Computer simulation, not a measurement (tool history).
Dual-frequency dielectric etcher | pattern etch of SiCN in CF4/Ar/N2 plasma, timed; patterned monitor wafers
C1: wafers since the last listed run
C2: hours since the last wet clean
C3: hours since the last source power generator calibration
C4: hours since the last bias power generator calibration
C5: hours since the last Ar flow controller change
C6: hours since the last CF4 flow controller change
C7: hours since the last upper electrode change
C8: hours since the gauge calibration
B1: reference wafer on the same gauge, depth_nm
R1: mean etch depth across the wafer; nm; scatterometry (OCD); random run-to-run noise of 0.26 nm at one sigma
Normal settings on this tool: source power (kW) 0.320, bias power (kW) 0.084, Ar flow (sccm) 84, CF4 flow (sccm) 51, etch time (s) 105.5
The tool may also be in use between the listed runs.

Run 1, hour 0.0: usual settings; C1 0; C2 220.8; C3 896.9; C4 4725.0; C5 943.4; C6 831.2; C7 224.0; C8 345.3; B1 75.9. Result: R1 71.6 nm.
Run 2, hour 49.8: usual settings but source power (kW) 0.400, Ar flow (sccm) 104, etch time (s) 129.0; C1 518; C2 270.6; C3 946.7; C4 4774.8; C5 993.2; C6 881.0; C7 273.8; C8 395.1; B1 76.0. Result: R1 97.4 nm.
At hour 63.2: bias power generator calibrated.
Run 3, hour 131.9: usual settings but etch time (s) 124.0; C1 813; C2 352.7; C3 1028.8; C4 68.7; C5 1075.3; C6 963.1; C7 355.9; C8 477.2; B1 75.9. Result: R1 84.1 nm.
Run 4, hour 215.2: usual settings but source power (kW) 0.390, etch time (s) 96.5; C1 867; C2 436.0; C3 1112.1; C4 152.0; C5 1158.6; C6 1046.4; C7 439.2; C8 560.5; B1 76.0. Result: R1 74.8 nm.
Run 5, hour 263.9: usual settings but source power (kW) 0.250, bias power (kW) 0.067, Ar flow (sccm) 92, CF4 flow (sccm) 54; C1 507; C2 484.7; C3 1160.8; C4 200.7; C5 1207.3; C6 1095.1; C7 487.9; C8 609.2; B1 75.9. Result: R1 53.1 nm.
Run 6, hour 332.9: usual settings; C1 718; C2 553.7; C3 1229.8; C4 269.7; C5 1276.3; C6 1164.1; C7 556.9; C8 678.2; B1 75.9. Result: R1 71.5 nm.
Run 7, hour 392.3: usual settings but etch time (s) 133.5; C1 618; C2 613.1; C3 1289.2; C4 329.1; C5 1335.7; C6 1223.5; C7 616.3; C8 737.6; B1 76.0. Result: R1 90.2 nm.
Run 8, hour 467.6: usual settings but source power (kW) 0.260, bias power (kW) 0.103, Ar flow (sccm) 70, CF4 flow (sccm) 44; C1 784; C2 688.4; C3 1364.5; C4 404.4; C5 1411.0; C6 1298.8; C7 691.6; C8 812.9; B1 76.1. Result: R1 71.0 nm.
At hour 511.8: wet clean of the chamber.
Run 9, hour 512.3: usual settings but CF4 flow (sccm) 60, etch time (s) 118.5; C1 215; C2 0.5; C3 1409.2; C4 449.1; C5 1455.7; C6 1343.5; C7 736.3; C8 857.6; B1 76.0. Result: R1 84.5 nm.
Run 10, hour 593.4: usual settings but Ar flow (sccm) 100, CF4 flow (sccm) 62; C1 844; C2 81.6; C3 1490.3; C4 530.2; C5 1536.8; C6 1424.6; C7 817.4; C8 938.7; B1 76.1. Result: R1 72.4 nm.
Run 11, hour 647.9: usual settings but source power (kW) 0.290, CF4 flow (sccm) 58; C1 567; C2 136.1; C3 1544.8; C4 584.7; C5 1591.3; C6 1479.1; C7 871.9; C8 993.2; B1 76.0. Result: R1 69.1 nm.
At hour 829.2: CF4 flow controller replaced.
Run 12, hour 898.3: usual settings but CF4 flow (sccm) 38; C1 2545; C2 386.5; C3 1795.2; C4 835.1; C5 1841.7; C6 69.1; C7 1122.3; C8 1243.6; B1 76.0. Result: R1 68.7 nm.
Run 13, hour 936.3: usual settings but bias power (kW) 0.074, Ar flow (sccm) 91, etch time (s) 87.0; C1 395; C2 424.5; C3 1833.2; C4 873.1; C5 1879.7; C6 107.1; C7 1160.3; C8 1281.6; B1 76.0. Result: R1 54.1 nm.
Run 14, hour 1012.3: usual settings but Ar flow (sccm) 95, etch time (s) 121.5; C1 791; C2 500.5; C3 1909.2; C4 949.1; C5 1955.7; C6 183.1; C7 1236.3; C8 1357.6; B1 76.0. Result: R1 80.8 nm.
Run 15, hour 1071.4: usual settings but bias power (kW) 0.075, CF4 flow (sccm) 60; C1 615; C2 559.6; C3 1968.3; C4 1008.2; C5 2014.8; C6 242.2; C7 1295.4; C8 1416.7; B1 76.0. Result: R1 69.2 nm.
Run 16, hour 1159.4: usual settings but Ar flow (sccm) 68; C1 916; C2 647.6; C3 2056.3; C4 1096.2; C5 2102.8; C6 330.2; C7 1383.4; C8 1504.7; B1 76.0. Result: R1 74.9 nm.
At hour 1237.5: wet clean of the chamber.
Run 17, hour 1238.0: usual settings; C1 568; C2 0.5; C3 2134.9; C4 1174.8; C5 2181.4; C6 408.8; C7 1462.0; C8 1583.3; B1 76.0. Result: R1 72.7 nm.
Run 18, hour 1299.2: usual settings but source power (kW) 0.370, bias power (kW) 0.102, CF4 flow (sccm) 55, etch time (s) 76.0; C1 637; C2 61.7; C3 2196.1; C4 1236.0; C5 2242.6; C6 470.0; C7 1523.2; C8 1644.5; B1 76.0. Result: R1 64.2 nm.
At hour 1308.5: source power generator calibrated.
Run 19, hour 1378.7: usual settings; C1 786; C2 141.2; C3 70.2; C4 1315.5; C5 2322.1; C6 549.5; C7 1602.7; C8 1724.0; B1 76.1. Result: R1 72.6 nm.
At hour 1396.3: Ar flow controller replaced.
Run 20, hour 1429.0: usual settings; C1 461; C2 191.5; C3 120.5; C4 1365.8; C5 32.7; C6 599.8; C7 1653.0; C8 1774.3; B1 75.9. Result: R1 72.7 nm.

What if the next run were any one of these 5? Each begins from the tool's condition after run 20:
Run A, hour 1429.4: usual settings but source power (kW) 0.240; C1 4; C2 191.9; C3 120.9; C4 1366.2; C5 33.1; C6 600.2; C7 1653.4; C8 1774.7; B1 ?. Result: R1 ?.
Run B, hour 1429.4: usual settings but bias power (kW) 0.091, Ar flow (sccm) 94; C1 4; C2 191.9; C3 120.9; C4 1366.2; C5 33.1; C6 600.2; C7 1653.4; C8 1774.7; B1 ?. Result: R1 ?.
Run C, hour 1429.4: usual settings but etch time (s) 114.5; C1 4; C2 191.9; C3 120.9; C4 1366.2; C5 33.1; C6 600.2; C7 1653.4; C8 1774.7; B1 ?. Result: R1 ?.
Run D, hour 1429.4: usual settings but Ar flow (sccm) 98, etch time (s) 124.5; C1 4; C2 191.9; C3 120.9; C4 1366.2; C5 33.1; C6 600.2; C7 1653.4; C8 1774.7; B1 ?. Result: R1 ?.
Run E, hour 1429.4: usual settings but source power (kW) 0.270, bias power (kW) 0.068; C1 4; C2 191.9; C3 120.9; C4 1366.2; C5 33.1; C6 600.2; C7 1653.4; C8 1774.7; B1 ?. Result: R1 ?.

run    B1    R1
  A  75.9  60.3
  B  75.9  73.6
  C  75.9  78.3
  D  75.9  82.4
  E  75.9  57.7
With the hidden condition removed and each run's random variation left untouched, the same runs would have given:
run    R1
  A  60.8
  B  74.1
  C  78.9
  D  83.0
  E  58.1
